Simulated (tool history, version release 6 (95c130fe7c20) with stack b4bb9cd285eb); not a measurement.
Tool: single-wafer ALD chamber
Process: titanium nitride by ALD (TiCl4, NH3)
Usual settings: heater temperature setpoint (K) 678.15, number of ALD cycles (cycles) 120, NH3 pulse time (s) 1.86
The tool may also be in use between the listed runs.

run   hour  heater temperature setpoint (K)  number of ALD cycles (cycles)  NH3 pulse time (s)  read-back reference wafer on the same gauge, thickness_nm  mean film thickness on the monitor wafer (angstrom)
  1    0.0                           678.15                            120                1.86                                                      2.881                                                25.39
  2   23.0                           678.15                            120                1.86                                                      2.881                                                25.47
  3   38.5                           684.15                            120                1.62                                                      2.885                                                25.72
  4   66.8                           678.15                            120                1.86                                                      2.891                                                25.33
  5   83.7                           678.15                            120                1.86                                                      2.891                                                25.67
  6  112.2                           678.15                            120                2.04                                                      2.897                                                25.72
  7  131.4                           678.15                            120                2.04                                                      2.899                                                25.79
  8  161.7                           678.15                            132                1.86                                                      2.906                                                28.23
  9  186.7                           678.15                            132                1.86                                                      2.917                                                28.67
     200.2  -- gauge calibrated
     211.7  -- thermocouple changed; heater temperature recalibrated
 10  215.3                           678.15                            132                1.86                                                      2.862                                                27.86
 11  233.2                           678.15                            120                1.86                                                      2.867                                                25.36
 12  263.2                           678.15                            120                1.86                                                      2.868                                                25.22
     284.4  -- showerhead replaced
 13  288.0                           672.15                            120                1.26                                                      2.864                                                24.85
 14  323.5                           678.15                            120                1.86                                                      2.871                                                25.45
 15  352.9                           682.15                            137                1.46                                                      2.874                                                28.89
 16  368.8                           678.15                            120                1.86                                                      2.871                                                25.43
 17  401.0                           678.15                            142                1.86                                                      2.880                                                30.10
 18  424.7                           667.15                            120                1.86                                                      2.881                                                25.42

Forecast run 19:
 19  457.6                           670.15                             98                1.67                                                          ?                                                    ?

Run 19 gave read-back reference wafer on the same gauge, thickness_nm 2.887, mean film thickness on the monitor wafer (angstrom) 20.57.
Without the tool's hidden state the same run would have given mean film thickness on the monitor wafer (angstrom) 20.38.
